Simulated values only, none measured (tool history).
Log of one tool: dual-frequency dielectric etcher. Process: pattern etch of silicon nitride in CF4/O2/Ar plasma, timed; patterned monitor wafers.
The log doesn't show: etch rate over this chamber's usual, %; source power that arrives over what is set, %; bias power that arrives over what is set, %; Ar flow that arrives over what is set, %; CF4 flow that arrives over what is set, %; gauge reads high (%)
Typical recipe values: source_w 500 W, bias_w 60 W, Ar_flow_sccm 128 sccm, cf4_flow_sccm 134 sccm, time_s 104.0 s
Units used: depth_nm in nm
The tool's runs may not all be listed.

run	day	source_w	bias_w	Ar_flow_sccm	cf4_flow_sccm	time_s	wafers since the last listed run	hours since the last wet clean	hours since the last source power generator calibration	hours since the last bias power generator calibration	hours since the last Ar flow controller change	hours since the last CF4 flow controller change	hours since the last upper electrode change	hours since the gauge calibration	read-back reference wafer on the same gauge, depth_nm	depth_nm
1	0.000	500	60	128	134	104.0	0	634.3	3987.7	95.6	1930.7	59.1	5412.2	296.5	190.0	197.7
2	0.912	500	60	128	134	104.0	286	656.2	4009.6	117.5	1952.6	81.0	5434.1	318.4	190.0	198.9
# day 1.854: Ar flow controller replaced
# day 2.012: wet clean of the chamber
# day 2.625: upper electrode replaced
3	2.646	500	60	128	134	104.0	222	15.2	4051.2	159.1	19.0	122.6	0.5	360.0	190.0	198.4
4	3.421	440	74	154	134	104.0	243	33.8	4069.8	177.7	37.6	141.2	19.1	378.6	190.0	182.9
5	4.138	450	60	145	134	104.0	224	51.0	4087.0	194.9	54.8	158.4	36.3	395.8	190.0	175.4
6	5.008	500	55	128	164	104.0	273	71.9	4107.9	215.8	75.7	179.3	57.2	416.7	190.0	196.0
# day 5.054: gauge calibrated
# day 5.650: source power generator calibrated
7	5.671	500	60	119	134	127.0	155	87.8	0.5	231.7	91.6	195.2	73.1	14.8	190.0	251.4
8	6.896	500	60	128	134	104.0	384	117.2	29.9	261.1	121.0	224.6	102.5	44.2	189.9	203.7
9	8.008	500	60	128	159	104.0	348	143.9	56.6	287.8	147.7	251.3	129.2	70.9	190.0	207.3
10	8.825	500	60	128	134	104.0	256	163.5	76.2	307.4	167.3	270.9	148.8	90.5	190.0	205.0
11	9.650	610	68	128	134	104.0	258	183.3	96.0	327.2	187.1	290.7	168.6	110.3	190.0	262.1
12	10.571	500	70	128	114	104.0	288	205.4	118.1	349.3	209.2	312.8	190.7	132.4	190.1	212.1
13	12.062	500	60	98	121	104.0	467	241.2	153.9	385.1	245.0	348.6	226.5	168.2	190.1	209.4
# day 13.125: source power generator calibrated, repeated, since the last time left the tool worse
14	13.475	500	64	128	134	104.0	390	275.1	8.4	419.0	278.9	382.5	260.4	202.1	190.1	195.6
15	14.479	540	47	128	134	104.0	314	299.2	32.5	443.1	303.0	406.6	284.5	226.2	190.0	192.5
16	15.171	470	55	128	158	104.0	216	315.8	49.1	459.7	319.6	423.2	301.1	242.8	190.0	177.3
17	15.712	500	60	128	102	104.0	169	328.8	62.1	472.7	332.6	436.2	314.1	255.8	189.9	187.8
18	16.371	470	60	150	134	104.0	206	344.6	77.9	488.5	348.4	452.0	329.9	271.6	189.9	176.9
19	16.954	500	60	128	134	104.0	182	358.6	91.9	502.5	362.4	466.0	343.9	285.6	190.0	191.3
20	18.071	500	60	98	121	104.0	350	385.4	118.7	529.3	389.2	492.8	370.7	312.4	190.0	194.3

Here are 5 independent what-if runs from the current tool condition. What would each one return?
A	18.088	500	60	128	134	90.5	5	385.8	119.1	529.7	389.6	493.2	371.1	312.8	?	?
B	18.088	600	71	128	146	84.0	5	385.8	119.1	529.7	389.6	493.2	371.1	312.8	?	?
C	18.088	460	60	159	113	104.0	5	385.8	119.1	529.7	389.6	493.2	371.1	312.8	?	?
D	18.088	500	69	145	134	84.5	5	385.8	119.1	529.7	389.6	493.2	371.1	312.8	?	?
E	18.088	470	60	128	134	95.5	5	385.8	119.1	529.7	389.6	493.2	371.1	312.8	?	?

run	read-back reference wafer on the same gauge, depth_nm	depth_nm
A	189.8	167.4
B	189.8	199.7
C	189.8	169.3
D	189.8	161.6
E	189.8	165.4
With the hidden condition removed and each run's random variation left untouched, the same runs would have given:
run	depth_nm
A	166.9
B	199.2
C	168.9
D	161.2
E	165.0
